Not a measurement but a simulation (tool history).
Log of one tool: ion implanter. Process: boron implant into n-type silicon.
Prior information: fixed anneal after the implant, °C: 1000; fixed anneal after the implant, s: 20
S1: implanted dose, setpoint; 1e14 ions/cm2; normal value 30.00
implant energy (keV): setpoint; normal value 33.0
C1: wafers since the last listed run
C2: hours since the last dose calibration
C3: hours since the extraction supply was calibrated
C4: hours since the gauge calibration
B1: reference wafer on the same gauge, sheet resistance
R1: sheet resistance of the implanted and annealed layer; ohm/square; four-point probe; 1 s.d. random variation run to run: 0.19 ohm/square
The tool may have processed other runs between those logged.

run 1 hour=0.0 | S1=30.00 implant_energy_(keV)=33.0 | C1=0 C2=1246.3 C3=2998.5 C4=425.1 | B1=48.12 | R1=53.20
run 2 hour=76.2 | S1=30.00 implant_energy_(keV)=33.0 | C1=1540 C2=1322.5 C3=3074.7 C4=501.3 | B1=48.10 | R1=53.07
run 3 hour=156.9 | S1=30.00 implant_energy_(keV)=33.0 | C1=1630 C2=1403.2 C3=3155.4 C4=582.0 | B1=48.17 | R1=53.55
run 4 hour=239.0 | S1=30.00 implant_energy_(keV)=33.0 | C1=1659 C2=1485.3 C3=3237.5 C4=664.1 | B1=48.27 | R1=53.09
run 5 hour=322.8 | S1=33.11 implant_energy_(keV)=33.0 | C1=1693 C2=1569.1 C3=3321.3 C4=747.9 | B1=48.14 | R1=50.72
run 6 hour=402.2 | S1=33.11 implant_energy_(keV)=33.0 | C1=1604 C2=1648.5 C3=3400.7 C4=827.3 | B1=48.20 | R1=51.34
-- hour=439.7 Faraday cup replaced and dose calibrated
run 7 hour=478.7 | S1=33.11 implant_energy_(keV)=33.0 | C1=1384 C2=39.0 C3=3477.2 C4=903.8 | B1=48.22 | R1=51.29
-- hour=498.5 gauge calibrated
-- hour=505.9 extraction supply calibrated
run 8 hour=552.2 | S1=30.00 implant_energy_(keV)=33.0 | C1=1323 C2=112.5 C3=46.3 C4=53.7 | B1=47.82 | R1=53.01
run 9 hour=750.3 | S1=30.00 implant_energy_(keV)=33.0 | C1=4003 C2=310.6 C3=244.4 C4=251.8 | B1=47.98 | R1=53.56
run 10 hour=810.2 | S1=35.44 implant_energy_(keV)=29.0 | C1=1210 C2=370.5 C3=304.3 C4=311.7 | B1=48.15 | R1=52.15
run 11 hour=874.7 | S1=35.50 implant_energy_(keV)=36.5 | C1=1303 C2=435.0 C3=368.8 C4=376.2 | B1=48.08 | R1=48.03
run 12 hour=976.7 | S1=30.00 implant_energy_(keV)=29.5 | C1=2061 C2=537.0 C3=470.8 C4=478.2 | B1=48.21 | R1=55.22
run 13 hour=1065.5 | S1=21.31 implant_energy_(keV)=22.0 | C1=1794 C2=625.8 C3=559.6 C4=567.0 | B1=48.26 | R1=71.02
run 14 hour=1129.3 | S1=32.97 implant_energy_(keV)=41.0 | C1=1289 C2=689.6 C3=623.4 C4=630.8 | B1=48.24 | R1=48.03

What the log doesn't show, run by run:
deviation of the true dose from the Faraday cup's reading, %: 0, the same for each run
deviation of the true energy from its setpoint, %: 0, the same for each run
H1: gauge reads high (%)
run=1 H1=1.04
run=2 H1=1.13
run=3 H1=1.2
run=4 H1=1.26
run=5 H1=1.3
run=6 H1=1.34
run=7 H1=1.36
run=8 H1=0.281
run=9 H1=0.933
run=10 H1=1.06
run=11 H1=1.17
run=12 H1=1.31
run=13 H1=1.4
run=14 H1=1.45
